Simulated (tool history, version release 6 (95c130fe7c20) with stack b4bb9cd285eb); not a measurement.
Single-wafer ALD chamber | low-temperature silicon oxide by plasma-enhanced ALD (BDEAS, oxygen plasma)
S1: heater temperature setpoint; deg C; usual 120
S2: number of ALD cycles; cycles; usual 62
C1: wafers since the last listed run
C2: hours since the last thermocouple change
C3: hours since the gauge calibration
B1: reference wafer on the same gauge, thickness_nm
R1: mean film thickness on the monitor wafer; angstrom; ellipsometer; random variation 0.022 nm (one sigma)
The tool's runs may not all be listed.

{"run": 1, "hour": 0.0, "S1": 120, "S2": 62, "C1": 0, "C2": 50.7, "C3": 291.7, "B1": 9.944, "R1": 89.57}
{"run": 2, "hour": 26.4, "S1": 129, "S2": 69, "C1": 99, "C2": 77.1, "C3": 318.1, "B1": 9.945, "R1": 97.6}
{"run": 3, "hour": 63.3, "S1": 129, "S2": 69, "C1": 139, "C2": 114.0, "C3": 355.0, "B1": 9.952, "R1": 97.85}
{"run": 4, "hour": 88.7, "S1": 120, "S2": 62, "C1": 95, "C2": 139.4, "C3": 380.4, "B1": 9.949, "R1": 89.57}
{"run": 5, "hour": 280.1, "S1": 120, "S2": 62, "C1": 721, "C2": 330.8, "C3": 571.8, "B1": 9.948, "R1": 88.96}
{"run": 6, "hour": 397.8, "S1": 120, "S2": 62, "C1": 443, "C2": 448.5, "C3": 689.5, "B1": 9.949, "R1": 89.24}
{"run": 7, "hour": 465.7, "S1": 120, "S2": 62, "C1": 255, "C2": 516.4, "C3": 757.4, "B1": 9.95, "R1": 88.83}
{"run": 8, "hour": 505.3, "S1": 120, "S2": 62, "C1": 149, "C2": 556.0, "C3": 797.0, "B1": 9.947, "R1": 89.05}
{"run": 9, "hour": 534.4, "S1": 120, "S2": 69, "C1": 109, "C2": 585.1, "C3": 826.1, "B1": 9.945, "R1": 98.96}
{"run": 10, "hour": 581.4, "S1": 120, "S2": 69, "C1": 177, "C2": 632.1, "C3": 873.1, "B1": 9.953, "R1": 99.67}
{"run": 11, "hour": 614.6, "S1": 120, "S2": 62, "C1": 125, "C2": 665.3, "C3": 906.3, "B1": 9.947, "R1": 88.95}
{"run": 12, "hour": 640.9, "S1": 120, "S2": 62, "C1": 99, "C2": 691.6, "C3": 932.6, "B1": 9.946, "R1": 89.12}
{"run": 13, "hour": 668.4, "S1": 120, "S2": 62, "C1": 103, "C2": 719.1, "C3": 960.1, "B1": 9.952, "R1": 88.7}
{"run": 14, "hour": 700.5, "S1": 120, "S2": 62, "C1": 120, "C2": 751.2, "C3": 992.2, "B1": 9.948, "R1": 89.11}
{"run": 15, "hour": 763.0, "S1": 120, "S2": 62, "C1": 235, "C2": 813.7, "C3": 1054.7, "B1": 9.95, "R1": 89.48}
{"hour": 799.3, "done": "gauge calibrated"}
{"run": 16, "hour": 818.3, "S1": 120, "S2": 62, "C1": 208, "C2": 869.0, "C3": 19.0, "B1": 9.943, "R1": 88.73}
{"run": 17, "hour": 874.0, "S1": 120, "S2": 62, "C1": 209, "C2": 924.7, "C3": 74.7, "B1": 9.941, "R1": 88.41}
{"run": 18, "hour": 921.4, "S1": 120, "S2": 62, "C1": 178, "C2": 972.1, "C3": 122.1, "B1": 9.947, "R1": 88.73}
{"run": 19, "hour": 958.5, "S1": 120, "S2": 62, "C1": 139, "C2": 1009.2, "C3": 159.2, "B1": 9.948, "R1": 88.9}
{"run": 20, "hour": 1026.8, "S1": 120, "S2": 62, "C1": 257, "C2": 1077.5, "C3": 227.5, "B1": 9.954, "R1": 88.76}
{"run": 21, "hour": 1060.1, "S1": 111, "S2": 54, "C1": 125, "C2": 1110.8, "C3": 260.8, "B1": 9.947, "R1": 78.84}
{"run": 22, "hour": 1115.6, "S1": 120, "S2": 62, "C1": 209, "C2": 1166.3, "C3": 316.3, "B1": 9.953, "R1": 88.32}
{"run": 23, "hour": 1153.1, "S1": 134, "S2": 62, "C1": 141, "C2": 1203.8, "C3": 353.8, "B1": 9.955, "R1": 86.76}
{"run": 24, "hour": 1184.9, "S1": 114, "S2": 54, "C1": 119, "C2": 1235.6, "C3": 385.6, "B1": 9.95, "R1": 78.04}
{"run": 25, "hour": 1231.5, "S1": 106, "S2": 58, "C1": 175, "C2": 1282.2, "C3": 432.2, "B1": 9.945, "R1": 85.08}
{"run": 26, "hour": 1265.6, "S1": 129, "S2": 54, "C1": 128, "C2": 1316.3, "C3": 466.3, "B1": 9.946, "R1": 76.49}
{"run": 27, "hour": 1322.0, "S1": 107, "S2": 54, "C1": 212, "C2": 1372.7, "C3": 522.7, "B1": 9.944, "R1": 79.02}
{"run": 28, "hour": 1385.2, "S1": 120, "S2": 50, "C1": 238, "C2": 1435.9, "C3": 585.9, "B1": 9.95, "R1": 71.43}
{"hour": 1407.0, "done": "thermocouple changed; heater temperature recalibrated"}
{"run": 29, "hour": 1437.6, "S1": 120, "S2": 55, "C1": 167, "C2": 30.6, "C3": 638.3, "B1": 9.955, "R1": 79.49}
{"run": 30, "hour": 1474.4, "S1": 120, "S2": 58, "C1": 138, "C2": 67.4, "C3": 675.1, "B1": 9.944, "R1": 83.99}
{"run": 31, "hour": 1499.5, "S1": 112, "S2": 52, "C1": 94, "C2": 92.5, "C3": 700.2, "B1": 9.946, "R1": 76.47}
{"run": 32, "hour": 1544.3, "S1": 131, "S2": 55, "C1": 168, "C2": 137.3, "C3": 745.0, "B1": 9.954, "R1": 77.95}
{"run": 33, "hour": 1573.5, "S1": 120, "S2": 71, "C1": 110, "C2": 166.5, "C3": 774.2, "B1": 9.954, "R1": 102.26}
{"run": 34, "hour": 1599.4, "S1": 120, "S2": 62, "C1": 97, "C2": 192.4, "C3": 800.1, "B1": 9.95, "R1": 89.3}
{"run": 35, "hour": 1636.6, "S1": 133, "S2": 62, "C1": 140, "C2": 229.6, "C3": 837.3, "B1": 9.945, "R1": 87.2}
{"run": 36, "hour": 1694.5, "S1": 127, "S2": 62, "C1": 218, "C2": 287.5, "C3": 895.2, "B1": 9.949, "R1": 87.77}
{"run": 37, "hour": 1848.4, "S1": 135, "S2": 70, "C1": 579, "C2": 441.4, "C3": 1049.1, "B1": 9.951, "R1": 97.41}
{"run": 38, "hour": 1876.1, "S1": 120, "S2": 62, "C1": 104, "C2": 469.1, "C3": 1076.8, "B1": 9.951, "R1": 89.1}

Measured less the same run without the tool's hidden state. The same run-to-run variation is in both; the gauge's scatter may not be:
The hidden state here: wafer temperature above the value expected at the setpoint (K); gauge reads high (%).
run=1 R1=-0.03
run=2 R1=-0.10
run=3 R1=-0.18
run=4 R1=-0.20
run=5 R1=-0.47
run=6 R1=-0.60
run=7 R1=-0.65
run=8 R1=-0.67
run=9 R1=-0.77
run=10 R1=-0.80
run=11 R1=-0.74
run=12 R1=-0.76
run=13 R1=-0.77
run=14 R1=-0.79
run=15 R1=-0.81
run=16 R1=-0.83
run=17 R1=-0.84
run=18 R1=-0.87
run=19 R1=-0.88
run=20 R1=-0.89
run=21 R1=-0.79
run=22 R1=-0.91
run=23 R1=-0.92
run=24 R1=-0.80
run=25 R1=-0.87
run=26 R1=-0.81
run=27 R1=-0.82
run=28 R1=-0.77
run=29 R1=-0.06
run=30 R1=-0.14
run=31 R1=-0.17
run=32 R1=-0.25
run=33 R1=-0.37
run=34 R1=-0.37
run=35 R1=-0.42
run=36 R1=-0.50
run=37 R1=-0.75
run=38 R1=-0.69
